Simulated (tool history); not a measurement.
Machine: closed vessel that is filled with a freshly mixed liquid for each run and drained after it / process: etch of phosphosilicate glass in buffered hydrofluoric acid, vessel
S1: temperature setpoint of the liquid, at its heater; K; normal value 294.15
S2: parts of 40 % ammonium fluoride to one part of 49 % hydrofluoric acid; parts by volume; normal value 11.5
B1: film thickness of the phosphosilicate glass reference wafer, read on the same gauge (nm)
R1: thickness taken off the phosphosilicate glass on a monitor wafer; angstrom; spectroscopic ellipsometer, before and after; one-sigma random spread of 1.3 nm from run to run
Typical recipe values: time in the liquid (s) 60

{"run": 1, "hour": 0.0, "S1": 292.15, "S2": 11.5, "time in the liquid (s)": 35, "B1": 129.99, "R1": 893.3}
{"run": 2, "hour": 35.5, "S1": 294.15, "S2": 11.5, "time in the liquid (s)": 60, "B1": 129.96, "R1": 1697.5}
{"run": 3, "hour": 59.1, "S1": 294.15, "S2": 11.5, "time in the liquid (s)": 60, "B1": 130.03, "R1": 1698.2}
{"run": 4, "hour": 72.5, "S1": 294.15, "S2": 11.5, "time in the liquid (s)": 60, "B1": 130.04, "R1": 1707.8}
{"run": 5, "hour": 93.5, "S1": 294.15, "S2": 13.5, "time in the liquid (s)": 60, "B1": 130.0, "R1": 1477.8}
{"run": 6, "hour": 128.5, "S1": 294.15, "S2": 13.5, "time in the liquid (s)": 60, "B1": 130.0, "R1": 1477.5}
{"run": 7, "hour": 147.8, "S1": 294.15, "S2": 13.5, "time in the liquid (s)": 60, "B1": 129.98, "R1": 1449.2}
{"run": 8, "hour": 180.5, "S1": 296.65, "S2": 11.5, "time in the liquid (s)": 60, "B1": 130.04, "R1": 1987.6}
{"run": 9, "hour": 198.1, "S1": 296.65, "S2": 11.5, "time in the liquid (s)": 60, "B1": 130.0, "R1": 1941.1}
{"run": 10, "hour": 230.7, "S1": 296.65, "S2": 11.5, "time in the liquid (s)": 60, "B1": 130.02, "R1": 1948.2}
{"run": 11, "hour": 248.7, "S1": 294.15, "S2": 11.5, "time in the liquid (s)": 40, "B1": 130.01, "R1": 1137.0}
{"run": 12, "hour": 263.8, "S1": 294.15, "S2": 11.5, "time in the liquid (s)": 40, "B1": 129.99, "R1": 1149.8}
{"run": 13, "hour": 277.0, "S1": 294.15, "S2": 11.5, "time in the liquid (s)": 40, "B1": 130.0, "R1": 1143.7}
{"run": 14, "hour": 297.0, "S1": 294.15, "S2": 11.5, "time in the liquid (s)": 60, "B1": 130.02, "R1": 1687.1}
{"run": 15, "hour": 327.8, "S1": 294.15, "S2": 11.5, "time in the liquid (s)": 60, "B1": 129.96, "R1": 1699.0}
{"run": 16, "hour": 361.6, "S1": 294.15, "S2": 15.5, "time in the liquid (s)": 60, "B1": 130.0, "R1": 1276.5}
{"hour": 385.3, "done": "thermometer replaced"}
{"run": 17, "hour": 386.7, "S1": 290.15, "S2": 8.0, "time in the liquid (s)": 60, "B1": 129.99, "R1": 1880.1}
{"run": 18, "hour": 414.5, "S1": 294.15, "S2": 11.5, "time in the liquid (s)": 60, "B1": 129.99, "R1": 1710.7}
{"hour": 414.7, "done": "gauge calibrated"}
{"run": 19, "hour": 443.6, "S1": 294.15, "S2": 11.5, "time in the liquid (s)": 60, "B1": 130.02, "R1": 1703.0}
{"run": 20, "hour": 475.6, "S1": 290.15, "S2": 15.5, "time in the liquid (s)": 30, "B1": 130.01, "R1": 505.9}
{"run": 21, "hour": 510.7, "S1": 294.15, "S2": 11.5, "time in the liquid (s)": 60, "B1": 130.02, "R1": 1699.4}
{"hour": 589.1, "done": "hydrofluoric acid flow meter replaced"}
{"run": 22, "hour": 589.7, "S1": 290.15, "S2": 11.5, "time in the liquid (s)": 60, "B1": 129.99, "R1": 1370.6}
{"run": 23, "hour": 604.5, "S1": 292.15, "S2": 11.5, "time in the liquid (s)": 30, "B1": 129.98, "R1": 773.5}
{"run": 24, "hour": 663.6, "S1": 295.65, "S2": 14.5, "time in the liquid (s)": 40, "B1": 130.0, "R1": 979.2}
{"run": 25, "hour": 691.9, "S1": 290.65, "S2": 8.5, "time in the liquid (s)": 30, "B1": 129.99, "R1": 911.0}
{"run": 26, "hour": 716.3, "S1": 294.15, "S2": 11.5, "time in the liquid (s)": 60, "B1": 129.96, "R1": 1702.8}
{"run": 27, "hour": 732.6, "S1": 299.15, "S2": 7.5, "time in the liquid (s)": 95, "B1": 129.99, "R1": 5294.7}
{"run": 28, "hour": 748.2, "S1": 290.15, "S2": 11.5, "time in the liquid (s)": 75, "B1": 130.02, "R1": 1712.9}

Predict each of these 4 candidate next runs independently; none follows another, all start after run 28:
{"run": "A", "hour": 748.9, "S1": 294.15, "S2": 8.0, "time in the liquid (s)": 60, "B1": "?", "R1": "?"}
{"run": "B", "hour": 748.9, "S1": 290.15, "S2": 15.5, "time in the liquid (s)": 60, "B1": "?", "R1": "?"}
{"run": "C", "hour": 748.9, "S1": 292.15, "S2": 7.5, "time in the liquid (s)": 85, "B1": "?", "R1": "?"}
{"run": "D", "hour": 748.9, "S1": 298.65, "S2": 11.5, "time in the liquid (s)": 85, "B1": "?", "R1": "?"}

run=A B1=130.00 R1=2403.2
run=B B1=130.00 R1=1028.3
run=C B1=130.00 R1=3264.4
run=D B1=130.00 R1=3131.2
Without the tool's hidden state the same runs would have given:
run=A R1=2403.2
run=B R1=1028.3
run=C R1=3264.4
run=D R1=3131.2
